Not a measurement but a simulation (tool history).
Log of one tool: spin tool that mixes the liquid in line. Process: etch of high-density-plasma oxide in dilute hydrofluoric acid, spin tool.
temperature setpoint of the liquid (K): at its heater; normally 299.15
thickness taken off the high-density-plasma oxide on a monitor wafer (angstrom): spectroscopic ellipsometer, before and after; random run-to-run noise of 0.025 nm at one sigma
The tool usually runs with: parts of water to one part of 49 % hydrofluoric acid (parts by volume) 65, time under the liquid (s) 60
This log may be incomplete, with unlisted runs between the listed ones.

run	hour	temperature setpoint of the liquid (K)	parts of water to one part of 49 % hydrofluoric acid (parts by volume)	time under the liquid (s)	read-back film thickness of the high-density-plasma oxide reference wafer, read on the same gauge (nm)	thickness taken off the high-density-plasma oxide on a monitor wafer (angstrom)
1	0.0	299.15	65	60	150.02	59.4
2	13.4	299.15	65	60	149.98	59.7
3	20.8	299.15	65	60	150.00	59.9
4	26.9	299.15	65	60	149.98	59.6
5	35.4	299.15	65	60	149.99	59.7
6	50.7	299.15	65	60	150.00	60.0
# hour 83.6: thermometer replaced
7	89.2	299.15	65	60	149.98	60.6
8	100.5	296.65	65	40	150.00	36.3
9	106.7	299.15	65	75	150.00	75.0
10	118.7	299.15	65	60	150.00	60.1
11	125.9	297.15	65	60	150.00	55.9
# hour 135.6: gauge calibrated
12	137.7	299.15	95	60	150.03	40.2
# hour 140.7: hydrofluoric acid flow meter replaced
13	153.9	302.15	65	60	150.00	62.1
14	166.5	301.65	85	85	150.02	64.4
15	183.3	302.65	65	80	149.99	85.0
16	195.1	304.15	90	40	150.01	31.2
17	202.5	296.65	65	40	149.98	33.2
18	218.7	299.15	65	60	150.01	55.5

Each row is a separate what-if for the run after 18, all from the same tool condition, not one after another. Results?
A	219.1	299.15	65	60	?	?
B	219.1	295.15	40	90	?	?
C	219.1	300.65	80	50	?	?
D	219.1	297.65	80	75	?	?

run	read-back film thickness of the high-density-plasma oxide reference wafer, read on the same gauge (nm)	thickness taken off the high-density-plasma oxide on a monitor wafer (angstrom)
A	149.99	55.1
B	149.99	117.7
C	149.99	38.8
D	149.99	51.7
What these runs would have given with no unlogged condition in the tool:
run	thickness taken off the high-density-plasma oxide on a monitor wafer (angstrom)
A	54.1
B	115.6
C	38.1
D	50.7

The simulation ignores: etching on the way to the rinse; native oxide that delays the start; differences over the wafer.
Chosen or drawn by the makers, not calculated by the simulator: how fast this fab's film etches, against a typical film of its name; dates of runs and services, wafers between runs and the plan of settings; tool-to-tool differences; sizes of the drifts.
